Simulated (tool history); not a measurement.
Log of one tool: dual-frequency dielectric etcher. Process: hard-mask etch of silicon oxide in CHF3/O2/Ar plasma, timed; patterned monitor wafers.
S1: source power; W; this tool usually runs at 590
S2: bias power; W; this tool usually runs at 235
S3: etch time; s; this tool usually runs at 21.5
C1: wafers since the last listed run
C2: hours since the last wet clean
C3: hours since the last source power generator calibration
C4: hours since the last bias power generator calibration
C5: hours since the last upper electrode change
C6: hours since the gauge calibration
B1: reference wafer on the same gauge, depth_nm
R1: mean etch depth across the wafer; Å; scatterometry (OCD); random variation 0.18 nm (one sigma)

run   hour   S1   S2    S3    C1     C2      C3      C4      C5     C6     B1     R1
  1    0.0  590  251  17.5     0   47.9  2975.6  3133.4  2201.4  398.1  53.73  372.8
  2  100.0  590  251  17.5  1434  147.9  3075.6  3233.4  2301.4  498.1  53.70  369.7
  3  140.6  590  251  17.5   582  188.5  3116.2  3274.0  2342.0  538.7  53.72  368.1
  4  178.1  590  279  21.5   537  226.0  3153.7  3311.5  2379.5  576.2  53.67  462.9
  5  240.7  590  279  21.5   897  288.6  3216.3  3374.1  2442.1  638.8  53.74  459.5
  6  271.5  590  279  21.5   441  319.4  3247.1  3404.9  2472.9  669.6  53.73  459.3
     321.9  -- upper electrode replaced
  7  335.6  590  235  21.5   575  383.5  3311.2  3469.0    13.7  733.7  53.70  437.2
     345.0  -- gauge calibrated
     380.7  -- source power generator calibrated
     409.0  -- wet clean of the chamber
  8  409.5  590  235  21.5   658    0.5    28.8  3542.9    87.6   64.5  53.75  451.8
  9  433.2  590  235  21.5   339   24.2    52.5  3566.6   111.3   88.2  53.68  448.1
     488.1  -- bias power generator calibrated
 10  503.8  590  235  21.5   955   94.8   123.1    15.7   181.9  158.8  53.71  451.1
 11  557.1  590  235  21.5   764  148.1   176.4    69.0   235.2  212.1  53.70  445.0
 12  584.4  660  194  21.5   391  175.4   203.7    96.3   262.5  239.4  53.67  435.6
 13  621.9  640  293  24.0   537  212.9   241.2   133.8   300.0  276.9  53.69  531.7
 14  673.5  680  205  21.5   740  264.5   292.8   185.4   351.6  328.5  53.71  440.5
 15  717.7  590  289  27.5   633  308.7   337.0   229.6   395.8  372.7  53.71  587.4
 16  759.4  640  235  21.5   598  350.4   378.7   271.3   437.5  414.4  53.72  446.0
 17  783.9  590  179  15.5   351  374.9   403.2   295.8   462.0  438.9  53.69  298.4
     837.4  -- wet clean of the chamber
 18  837.9  450  235  25.5   430    0.5   457.2   349.8   516.0  492.9  53.69  509.8

Predict each of these 3 candidate next runs independently; none follows another, all start after run 18:
  A  838.3  590  235  24.5   5  0.9  457.6  350.2  516.4  493.3   ?   ?
  B  838.3  520  235  24.5   5  0.9  457.6  350.2  516.4  493.3   ?   ?
  C  838.3  490  235  21.5   5  0.9  457.6  350.2  516.4  493.3   ?   ?

run     B1     R1
  A  53.66  513.9
  B  53.66  501.3
  C  53.66  435.1
With no hidden state in the tool, these same runs would have given:
run     R1
  A  514.8
  B  502.3
  C  435.9
